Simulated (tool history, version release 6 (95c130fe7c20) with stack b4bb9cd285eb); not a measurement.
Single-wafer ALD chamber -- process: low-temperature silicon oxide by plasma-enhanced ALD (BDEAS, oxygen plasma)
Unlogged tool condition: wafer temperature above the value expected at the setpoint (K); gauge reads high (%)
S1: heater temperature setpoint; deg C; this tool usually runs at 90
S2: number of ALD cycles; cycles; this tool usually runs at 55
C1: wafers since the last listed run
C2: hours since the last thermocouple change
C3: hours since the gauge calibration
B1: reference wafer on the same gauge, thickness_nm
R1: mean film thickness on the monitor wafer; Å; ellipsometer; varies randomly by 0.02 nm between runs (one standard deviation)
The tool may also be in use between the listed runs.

run,hour,S1,S2,C1,C2,C3,B1,R1
1,0,90,55,0,2385.5,49.1,9.453,83.22
2,25.1,90,55,146,2410.6,74.2,9.447,83.6
3,60.2,90,55,205,2445.7,109.3,9.448,83.61
4,109.1,90,55,285,2494.6,158.2,9.451,83.71
5,176.8,85,55,395,2562.3,225.9,9.45,85.14
6,226,90,61,287,2611.5,275.1,9.453,92.78
7,253.1,99,55,158,2638.6,302.2,9.449,81.63
8,297.2,90,55,257,2682.7,346.3,9.448,83.72
9,361.2,90,55,374,2746.7,410.3,9.45,83.64
10,388.7,90,55,160,2774.2,437.8,9.45,83.85
11,431.8,97,55,252,2817.3,480.9,9.453,81.55
12,461.5,90,51,173,2847,510.6,9.451,77.77
# hour 504.9: thermocouple changed; heater temperature recalibrated
13,505.4,90,55,209,0.5,554.5,9.454,81.81
14,539.6,90,55,199,34.7,588.7,9.445,81.54
15,580,90,55,236,75.1,629.1,9.454,81.73
16,605.7,90,55,150,100.8,654.8,9.447,81.72
17,665.9,90,55,351,161,715,9.45,81.74
18,708.7,95,59,250,203.8,757.8,9.449,86.47
19,771.3,105,55,366,266.4,820.4,9.449,78.36
20,822,90,45,296,317.1,871.1,9.45,66.96
21,871.7,101,61,290,366.8,920.8,9.449,87.39
22,905.2,98,62,195,400.3,954.3,9.448,90.12
23,971.7,90,55,388,466.8,1020.8,9.448,81.97

The next listed run, before its measurement:
24,1042.5,96,55,413,537.6,1091.6,?,?

B1: 9.449
R1: 80.44 Å
Without the tool's hidden state the same run would have given R1 80.23 Å.
